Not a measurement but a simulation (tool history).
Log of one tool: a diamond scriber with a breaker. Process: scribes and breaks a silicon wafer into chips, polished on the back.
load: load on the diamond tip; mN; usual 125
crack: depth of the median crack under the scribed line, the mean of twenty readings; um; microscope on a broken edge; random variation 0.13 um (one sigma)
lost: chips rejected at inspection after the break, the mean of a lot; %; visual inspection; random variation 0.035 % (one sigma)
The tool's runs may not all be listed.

| run | hour | load | incoming depth of the damage left on the back of the incoming wafer, um | crack | lost |
|---|---|---|---|---|---|
| 1 | 0.0 | 125 | 0.02 | 13.15 | 0.51 |
| 2 | 71.7 | 125 | 0.02 | 13.17 | 0.53 |
| 3 | 132.1 | 125 | 0.01 | 13.15 | 0.52 |
| 4 | 173.5 | 125 | 0.01 | 13.20 | 0.56 |
| 5 | 238.6 | 125 | 0.04 | 13.26 | 0.50 |
|  | 261.0 | diamond tip replaced by a new one |
| 6 | 432.1 | 113 | 0.05 | 12.57 | 0.57 |
| 7 | 493.6 | 113 | 0.01 | 12.68 | 0.60 |
| 8 | 528.6 | 113 | 0.02 | 12.52 | 0.59 |
| 9 | 571.9 | 125 | 0.01 | 13.38 | 0.59 |
|  | 655.1 | diamond tip replaced by a new one |
| 10 | 742.8 | 114 | 0.04 | 12.74 | 0.57 |
| 11 | 778.7 | 114 | 0.03 | 12.71 | 0.54 |
| 12 | 812.6 | 135 | 0.04 | 14.39 | 1.25 |
| 13 | 904.0 | 125 | 0.05 | 13.59 | 0.77 |
| 14 | 934.7 | 125 | 0.05 | 13.49 | 0.81 |
| 15 | 984.2 | 117 | 0.02 | 13.03 | 0.53 |
| 16 | 1127.8 | 117 | 0.01 | 13.24 | 0.56 |
|  | 1151.7 | diamond tip replaced by a new one |
| 17 | 1173.0 | 117 | 0.02 | 13.26 | 0.66 |
| 18 | 1293.7 | 125 | 0.01 | 14.01 | 1.30 |
| 19 | 1325.6 | 162 | 0.03 | 16.19 | 6.90 |
| 20 | 1390.4 | 115 | 0.03 | 13.62 | 0.61 |
| 21 | 1428.6 | 136 | 0.02 | 15.12 | 2.46 |
| 22 | 1478.1 | 110 | 0.04 | 13.29 | 0.48 |
|  | 1531.4 | diamond tip replaced by a new one |
| 23 | 1541.9 | 125 | 0.02 | 14.34 | 1.53 |
| 24 | 1567.3 | 125 | 0.01 | 14.35 | 1.80 |
|  | 1595.2 | load on the tip recalibrated |
| 25 | 1620.2 | 145 | 0.02 | 14.08 | 1.06 |
| 26 | 1690.8 | 125 | 0.03 | 12.79 | 0.46 |
| 27 | 1761.4 | 139 | 0.04 | 13.60 | 0.80 |
| 28 | 1812.3 | 88 | 0.04 | 10.58 | 4.63 |
| 29 | 1840.8 | 150 | 0.04 | 14.18 | 1.70 |
| 30 | 1913.0 | 147 | 0.02 | 13.98 | 1.66 |
| 31 | 1962.7 | 154 | 0.04 | 14.58 | 2.17 |
|  | 1985.8 | diamond tip replaced by a new one |
| 32 | 2011.9 | 125 | 0.02 | 12.88 | 0.48 |
| 33 | 2082.2 | 112 | 0.05 | 12.15 | 0.93 |
| 34 | 2110.1 | 125 | 0.04 | 12.82 | 0.44 |
| 35 | 2179.0 | 155 | 0.03 | 14.69 | 2.45 |

5 ways to go on from here, each from the tool as it stands after run 35. What would each give?
| A | 2179.6 | 152 | 0.04 | ? | ? |
| B | 2179.6 | 96 | 0.04 | ? | ? |
| C | 2179.6 | 99 | 0.04 | ? | ? |
| D | 2179.6 | 90 | 0.04 | ? | ? |
| E | 2179.6 | 141 | 0.04 | ? | ? |

| run | crack | lost |
|---|---|---|
| A | 14.68 | 2.17 |
| B | 11.23 | 3.15 |
| C | 11.42 | 2.57 |
| D | 10.82 | 4.56 |
| E | 14.04 | 1.15 |
Without the tool's hidden state the same runs would have given:
| run | crack | lost |
|---|---|---|
| A | 14.64 | 2.10 |
| B | 11.20 | 3.24 |
| C | 11.39 | 2.65 |
| D | 10.80 | 4.67 |
| E | 14.00 | 1.11 |
